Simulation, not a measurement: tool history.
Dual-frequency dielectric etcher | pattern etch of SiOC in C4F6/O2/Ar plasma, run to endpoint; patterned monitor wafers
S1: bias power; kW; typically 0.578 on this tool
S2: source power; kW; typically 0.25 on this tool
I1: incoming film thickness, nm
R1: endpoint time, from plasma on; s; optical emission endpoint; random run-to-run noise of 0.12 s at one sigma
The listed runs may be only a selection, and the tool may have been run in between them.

{"run": 1, "hour": 0.0, "S1": 0.578, "S2": 0.25, "I1": 49.15, "R1": 20.1}
{"run": 2, "hour": 24.4, "S1": 0.578, "S2": 0.25, "I1": 49.31, "R1": 20.4}
{"run": 3, "hour": 120.5, "S1": 0.578, "S2": 0.25, "I1": 49.63, "R1": 20.2}
{"run": 4, "hour": 179.0, "S1": 0.578, "S2": 0.25, "I1": 49.31, "R1": 20.1}
{"hour": 252.5, "done": "upper electrode replaced, of another model than before"}
{"run": 5, "hour": 253.0, "S1": 0.578, "S2": 0.25, "I1": 49.9, "R1": 20.3}
{"run": 6, "hour": 273.9, "S1": 0.628, "S2": 0.25, "I1": 49.04, "R1": 19.3}
{"hour": 305.5, "done": "source power generator calibrated"}
{"run": 7, "hour": 306.0, "S1": 0.628, "S2": 0.25, "I1": 49.03, "R1": 19.1}
{"hour": 366.5, "done": "bias power generator calibrated"}
{"run": 8, "hour": 367.0, "S1": 0.631, "S2": 0.23, "I1": 49.05, "R1": 20.3}
{"hour": 431.2, "done": "wet clean of the chamber"}
{"run": 9, "hour": 431.7, "S1": 0.622, "S2": 0.3, "I1": 49.14, "R1": 18}
{"run": 10, "hour": 444.7, "S1": 0.635, "S2": 0.31, "I1": 49.56, "R1": 17.7}
{"run": 11, "hour": 483.0, "S1": 0.702, "S2": 0.25, "I1": 49.47, "R1": 19.6}
{"run": 12, "hour": 514.5, "S1": 0.578, "S2": 0.23, "I1": 49.53, "R1": 21.9}
{"run": 13, "hour": 541.7, "S1": 0.578, "S2": 0.25, "I1": 49.29, "R1": 20.5}
{"run": 14, "hour": 570.8, "S1": 0.578, "S2": 0.25, "I1": 49.41, "R1": 20.4}

3 options for the next run, each taken on its own from the tool as it stands now. Forecast them:
{"run": "A", "hour": 571.2, "S1": 0.578, "S2": 0.25, "I1": 49.37, "R1": "?"}
{"run": "B", "hour": 571.2, "S1": 0.514, "S2": 0.25, "I1": 49.37, "R1": "?"}
{"run": "C", "hour": 571.2, "S1": 0.716, "S2": 0.28, "I1": 49.37, "R1": "?"}

run=A R1=20.4
run=B R1=21.2
run=C R1=17.6
Had the tool no hidden state, the same runs would have come out as:
run=A R1=20.7
run=B R1=21.5
run=C R1=17.9
